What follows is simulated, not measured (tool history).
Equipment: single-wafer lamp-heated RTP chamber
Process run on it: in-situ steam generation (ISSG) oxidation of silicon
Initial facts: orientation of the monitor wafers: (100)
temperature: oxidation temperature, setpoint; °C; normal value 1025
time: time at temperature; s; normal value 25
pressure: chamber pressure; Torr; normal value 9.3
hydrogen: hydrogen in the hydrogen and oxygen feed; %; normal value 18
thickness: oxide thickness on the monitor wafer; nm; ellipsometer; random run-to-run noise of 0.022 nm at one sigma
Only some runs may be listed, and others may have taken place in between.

run	hour	temperature	time	pressure	hydrogen	read-back reference wafer on the same gauge, thickness	thickness
1	0	1025	25	9.3	18	7.811	6.738
# hour 8: gauge calibrated
2	65.1	1025	25	9.3	18	7.805	6.714
# hour 99.3: pressure gauge zeroed
3	99.8	1025	25	10.2	14	7.818	6.273
4	126.9	1025	25	9.3	18	7.814	6.759
5	158.8	1025	25	9.3	18	7.802	6.709
6	220.6	1025	19	9.3	18	7.812	5.837
# hour 308.2: pyrometer window cleaned and pyrometer calibrated
7	349.1	1025	25	9.3	18	7.802	6.634
8	389.8	1025	25	9.3	18	7.811	6.643
9	435.1	1010	20	7.9	13	7.807	5.23
10	500.8	1015	25	9.3	27	7.792	6.958
11	530.7	1025	25	10.2	27	7.81	7.185
12	573.5	1025	25	9.3	18	7.81	6.713
13	610.2	1025	32	9.3	18	7.817	7.685
14	637.6	1025	34	9.3	15	7.813	7.604
15	708.3	1025	25	9.3	11	7.798	6.079
16	752.4	1011	25	8.1	11	7.807	5.679
17	810.5	1005	18	9.3	22	7.82	5.492
18	868.7	1025	21	9.3	13	7.809	5.729
19	895.1	1025	28	10.2	18	7.818	7.058
20	942.7	1010	25	10.2	18	7.825	6.163
# hour 969.5: pyrometer window cleaned and pyrometer calibrated
21	975.6	1025	25	9.7	13	7.81	6.124
22	1041.6	1025	33	9.3	18	7.816	7.682
23	1107.2	1025	25	10.2	28	7.81	7.181
24	1169	1025	29	9.3	27	7.816	7.895
25	1223.9	1032	22	9.8	23	7.814	6.827
26	1267.7	1025	25	9.3	18	7.811	6.733
27	1305.4	1025	25	9.3	18	7.81	6.735
28	1349.7	1031	29	7.8	18	7.817	7.561
29	1385.2	1025	22	7.9	12	7.814	5.819
30	1451.8	1013	25	9.3	22	7.803	6.632
# hour 1523: pyrometer window cleaned and pyrometer calibrated
31	1523.5	1025	34	9.3	15	7.803	7.485

Difference, measured minus no-hidden-state, one row per run. Run-to-run variation is common to both terms; the gauge's own scatter need not be:
Hidden state at play: true wafer temperature minus pyrometer reading, K; true pressure minus gauge reading, Torr; deviation of the hydrogen flow from its setpoint, %; gauge reads high (%).
run	thickness
1	+0.128
2	+0.134
3	+0.127
4	+0.139
5	+0.139
6	+0.116
7	+0.042
8	+0.062
9	+0.056
10	+0.102
11	+0.12
12	+0.121
13	+0.153
14	+0.157
15	+0.126
16	+0.113
17	+0.1
18	+0.125
19	+0.164
20	+0.131
21	+0.016
22	+0.067
23	+0.09
24	+0.125
25	+0.119
26	+0.125
27	+0.131
28	+0.162
29	+0.117
30	+0.134
31	+0.029

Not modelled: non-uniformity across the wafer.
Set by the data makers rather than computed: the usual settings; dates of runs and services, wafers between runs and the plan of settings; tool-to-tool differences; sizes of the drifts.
